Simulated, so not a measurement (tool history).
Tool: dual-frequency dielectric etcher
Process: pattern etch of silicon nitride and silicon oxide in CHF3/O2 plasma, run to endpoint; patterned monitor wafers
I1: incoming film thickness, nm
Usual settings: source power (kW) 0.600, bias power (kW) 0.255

Run 1, hour 0.0: usual settings but bias power (kW) 0.289; I1 185.9. Result: endpoint time (s) 100.0.
Run 2, hour 56.6: usual settings but source power (kW) 0.540; I1 186.0. Result: endpoint time (s) 108.9.
At hour 83.0: wet clean of the chamber.
Run 3, hour 83.5: usual settings but source power (kW) 0.540; I1 186.6. Result: endpoint time (s) 105.1.
Run 4, hour 113.8: usual settings but source power (kW) 0.540; I1 186.3. Result: endpoint time (s) 104.6.
Run 5, hour 145.6: usual settings; I1 186.3. Result: endpoint time (s) 101.4.
Run 6, hour 184.4: usual settings; I1 185.2. Result: endpoint time (s) 101.5.
Run 7, hour 369.3: usual settings; I1 184.5. Result: endpoint time (s) 103.1.
Run 8, hour 398.0: usual settings; I1 185.0. Result: endpoint time (s) 103.8.
Run 9, hour 423.4: usual settings; I1 187.1. Result: endpoint time (s) 105.7.
At hour 540.1: wet clean of the chamber.
Run 10, hour 540.6: usual settings but source power (kW) 0.550; I1 188.1. Result: endpoint time (s) 105.5.
At hour 561.2: bias power generator calibrated.
At hour 666.9: source power generator calibrated.
Run 11, hour 713.1: usual settings but source power (kW) 0.550; I1 187.5. Result: endpoint time (s) 106.7.
Run 12, hour 763.1: usual settings but source power (kW) 0.500; I1 185.4. Result: endpoint time (s) 110.5.
Run 13, hour 798.7: usual settings but source power (kW) 0.500; I1 187.1. Result: endpoint time (s) 111.4.
Run 14, hour 838.8: usual settings but source power (kW) 0.560, bias power (kW) 0.286; I1 187.2. Result: endpoint time (s) 104.5.
Run 15, hour 899.9: usual settings but source power (kW) 0.560, bias power (kW) 0.286; I1 183.7. Result: endpoint time (s) 101.8.
Run 16, hour 956.9: usual settings; I1 186.1. Result: endpoint time (s) 105.2.
At hour 1007.1: wet clean of the chamber.
Run 17, hour 1007.6: usual settings but source power (kW) 0.490; I1 186.4. Result: endpoint time (s) 110.2.
At hour 1056.9: upper electrode replaced.
Run 18, hour 1057.4: usual settings; I1 186.4. Result: endpoint time (s) 104.0.
Run 19, hour 1087.3: usual settings but source power (kW) 0.530, bias power (kW) 0.233; I1 187.1. Result: endpoint time (s) 111.0.
Run 20, hour 1149.8: usual settings but source power (kW) 0.730, bias power (kW) 0.223; I1 186.2. Result: endpoint time (s) 100.6.
Run 21, hour 1200.9: usual settings; I1 188.1. Result: endpoint time (s) 105.1.
Run 22, hour 1295.8: usual settings; I1 185.6. Result: endpoint time (s) 105.3.
Run 23, hour 1334.3: usual settings but source power (kW) 0.740; I1 186.7. Result: endpoint time (s) 97.9.
Run 24, hour 1368.0: usual settings but source power (kW) 0.750, bias power (kW) 0.226; I1 185.0. Result: endpoint time (s) 101.5.
At hour 1431.8: wet clean of the chamber.
Run 25, hour 1433.8: usual settings; I1 188.1. Result: endpoint time (s) 103.1.
Run 26, hour 1501.0: usual settings but source power (kW) 0.750, bias power (kW) 0.316; I1 187.3. Result: endpoint time (s) 88.8.
Run 27, hour 1560.3: usual settings but source power (kW) 0.510, bias power (kW) 0.296; I1 184.8. Result: endpoint time (s) 103.2.
Run 28, hour 1596.0: usual settings but source power (kW) 0.510, bias power (kW) 0.305; I1 185.7. Result: endpoint time (s) 103.1.

The next listed run, before its measurement:
Run 29, hour 1649.3: usual settings but source power (kW) 0.530, bias power (kW) 0.213; I1 187.5. Result: endpoint time (s) ?.

endpoint time (s): 117.9
Without the tool's hidden state the same run would have given endpoint time (s) 114.3.
